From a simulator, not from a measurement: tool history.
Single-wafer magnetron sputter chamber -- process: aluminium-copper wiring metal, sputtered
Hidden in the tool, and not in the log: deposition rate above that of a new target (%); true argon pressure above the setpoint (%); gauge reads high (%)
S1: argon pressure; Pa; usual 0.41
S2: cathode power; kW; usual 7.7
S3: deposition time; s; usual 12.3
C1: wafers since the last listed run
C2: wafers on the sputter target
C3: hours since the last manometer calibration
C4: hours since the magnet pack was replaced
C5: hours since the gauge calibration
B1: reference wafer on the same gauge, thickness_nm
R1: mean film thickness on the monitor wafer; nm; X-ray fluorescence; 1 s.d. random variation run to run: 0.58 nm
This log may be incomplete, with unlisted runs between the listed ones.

run 1 hour=0 | S1=0.41 S2=7.7 S3=10.4 | C1=0 C2=2587 C3=2813.6 C4=9919.5 C5=92.2 | B1=169.968 | R1=146.133
run 2 hour=8.2 | S1=0.41 S2=7.7 S3=10.4 | C1=273 C2=2860 C3=2821.8 C4=9927.7 C5=100.4 | B1=169.879 | R1=147.156
run 3 hour=14.2 | S1=0.41 S2=7.7 S3=10.4 | C1=199 C2=3060 C3=2827.8 C4=9933.7 C5=106.4 | B1=169.877 | R1=146.49
run 4 hour=32.1 | S1=0.41 S2=7.7 S3=12.3 | C1=596 C2=3656 C3=2845.7 C4=9951.6 C5=124.3 | B1=169.801 | R1=173.346
run 5 hour=38.6 | S1=0.41 S2=7.7 S3=12.3 | C1=216 C2=3873 C3=2852.2 C4=9958.1 C5=130.8 | B1=170.331 | R1=173.279
-- hour=56.8 sputter target and shields replaced
run 6 hour=57.3 | S1=0.41 S2=7.7 S3=12.3 | C1=356 C2=16 C3=2870.9 C4=9976.8 C5=149.5 | B1=169.716 | R1=179.948
run 7 hour=65.1 | S1=0.41 S2=7.7 S3=12.3 | C1=259 C2=276 C3=2878.7 C4=9984.6 C5=157.3 | B1=170.163 | R1=178.226
run 8 hour=77.2 | S1=0.41 S2=7.7 S3=12.3 | C1=403 C2=679 C3=2890.8 C4=9996.7 C5=169.4 | B1=169.813 | R1=177.124
run 9 hour=126.5 | S1=0.41 S2=7.7 S3=12.3 | C1=1642 C2=2322 C3=2940.1 C4=10046 C5=218.7 | B1=170.231 | R1=174.165
-- hour=128.7 gauge calibrated
run 10 hour=141.6 | S1=0.41 S2=7.7 S3=12.3 | C1=503 C2=2825 C3=2955.2 C4=10061.1 C5=12.9 | B1=170.169 | R1=172.755
run 11 hour=157.3 | S1=0.41 S2=7.7 S3=12.3 | C1=523 C2=3348 C3=2970.9 C4=10076.8 C5=28.6 | B1=170.118 | R1=172.486
-- hour=178.5 capacitance manometer re-zeroed and calibrated
run 12 hour=178.8 | S1=0.41 S2=7.7 S3=12.3 | C1=449 C2=3798 C3=0.3 C4=10098.3 C5=50.1 | B1=169.883 | R1=172.429
run 13 hour=188.3 | S1=0.41 S2=8.6 S3=12.3 | C1=316 C2=4115 C3=9.8 C4=10107.8 C5=59.6 | B1=170.129 | R1=193.123
run 14 hour=195.1 | S1=0.41 S2=8.6 S3=12.3 | C1=226 C2=4341 C3=16.6 C4=10114.6 C5=66.4 | B1=170.203 | R1=191.342
-- hour=205.2 sputter target and shields replaced
run 15 hour=205.7 | S1=0.41 S2=7.7 S3=12.3 | C1=86 C2=18 C3=27.2 C4=10125.2 C5=77 | B1=170.212 | R1=179.684

Forecast run 16:
-- hour=218 magnet pack replaced, of another model than before
run 16 hour=223.8 | S1=0.41 S2=7.7 S3=11.1 | C1=336 C2=354 C3=45.3 C4=5.8 C5=95.1 | B1=? | R1=?

Run 16 produced B1 169.895, R1 160.224 nm.
Minus the tool's unlogged condition, the same run would have read R1 162.809 nm.

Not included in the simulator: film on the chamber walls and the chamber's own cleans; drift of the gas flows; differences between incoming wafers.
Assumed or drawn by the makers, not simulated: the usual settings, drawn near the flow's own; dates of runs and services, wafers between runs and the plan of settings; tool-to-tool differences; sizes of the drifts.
